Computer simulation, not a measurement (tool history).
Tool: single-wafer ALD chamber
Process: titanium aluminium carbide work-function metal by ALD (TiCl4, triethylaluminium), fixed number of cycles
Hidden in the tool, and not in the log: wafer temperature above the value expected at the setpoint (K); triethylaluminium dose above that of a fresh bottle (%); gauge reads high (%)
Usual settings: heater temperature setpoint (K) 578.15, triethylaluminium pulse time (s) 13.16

run	hour	heater temperature setpoint (K)	triethylaluminium pulse time (s)	wafers since the last listed run	hours since the last thermocouple change	hours since the last triethylaluminium bottle change	hours since the showerhead was replaced	hours since the gauge calibration	read-back reference wafer on the same gauge, thickness_nm	mean film thickness on the monitor wafer (angstrom)
1	0.0	578.15	13.16	0	1259.8	13.5	4782.7	925.5	2.500	20.78
2	58.8	578.15	13.16	814	1318.6	72.3	4841.5	984.3	2.500	20.87
# hour 139.5: gauge calibrated
3	162.7	567.15	13.16	1439	1422.5	176.2	4945.4	23.2	2.506	19.89
4	222.6	567.15	13.16	829	1482.4	236.1	5005.3	83.1	2.500	19.85
5	264.9	567.15	13.16	585	1524.7	278.4	5047.6	125.4	2.495	19.83
6	305.7	569.15	10.28	565	1565.5	319.2	5088.4	166.2	2.502	18.90
7	380.9	569.15	10.28	1041	1640.7	394.4	5163.6	241.4	2.502	18.85
8	488.7	569.15	10.28	1493	1748.5	502.2	5271.4	349.2	2.497	18.75
9	575.1	578.15	13.16	1196	1834.9	588.6	5357.8	435.6	2.499	20.53
10	653.0	578.15	13.16	1079	1912.8	666.5	5435.7	513.5	2.505	20.57
11	704.1	578.15	13.16	707	1963.9	717.6	5486.8	564.6	2.499	20.43
12	806.0	573.15	13.16	1411	2065.8	819.5	5588.7	666.5	2.501	20.22
13	895.8	573.15	13.16	1244	2155.6	909.3	5678.5	756.3	2.497	20.18
# hour 906.6: thermocouple changed; heater temperature recalibrated
14	942.9	578.15	13.16	541	36.3	956.4	5725.6	803.4	2.502	20.65
15	1000.3	578.15	13.16	795	93.7	1013.8	5783.0	860.8	2.498	20.43
16	1062.8	589.15	15.64	865	156.2	1076.3	5845.5	923.3	2.499	21.81
17	1159.6	586.15	9.88	1340	253.0	1173.1	5942.3	1020.1	2.495	19.34
18	1209.3	570.15	9.00	688	302.7	1222.8	5992.0	1069.8	2.500	17.02
19	1285.9	564.15	17.44	1061	379.3	1299.4	6068.6	1146.4	2.506	19.90
# hour 1296.3: gauge calibrated
20	1367.3	570.15	8.38	1127	460.7	1380.8	6150.0	71.0	2.500	15.92
21	1473.1	591.15	13.16	1465	566.5	1486.6	6255.8	176.8	2.498	21.52
# hour 1535.5: showerhead replaced
22	1550.3	578.15	13.16	958	643.7	1563.8	14.8	254.0	2.504	20.51
# hour 1593.7: triethylaluminium bottle replaced
23	1628.3	584.15	17.02	969	721.7	34.6	92.8	332.0	2.500	21.68
24	1666.9	578.15	13.16	534	760.3	73.2	131.4	370.6	2.501	20.77
25	1768.1	573.15	9.63	1401	861.5	174.4	232.6	471.8	2.496	18.79
26	2062.1	578.15	13.16	4072	1155.5	468.4	526.6	765.8	2.502	20.56

4 ways to go on from here, each from the tool as it stands after run 26. What would each give?
A	2062.5	578.15	15.59	5	1155.9	468.8	527.0	766.2	?	?
B	2062.5	585.15	13.16	5	1155.9	468.8	527.0	766.2	?	?
C	2062.5	589.15	10.17	5	1155.9	468.8	527.0	766.2	?	?
D	2062.5	572.15	15.82	5	1155.9	468.8	527.0	766.2	?	?

run	read-back reference wafer on the same gauge, thickness_nm	mean film thickness on the monitor wafer (angstrom)
A	2.498	20.94
B	2.498	21.25
C	2.498	20.22
D	2.498	20.45
Without the tool's hidden state the same runs would have given:
run	mean film thickness on the monitor wafer (angstrom)
A	21.01
B	21.43
C	20.77
D	20.51
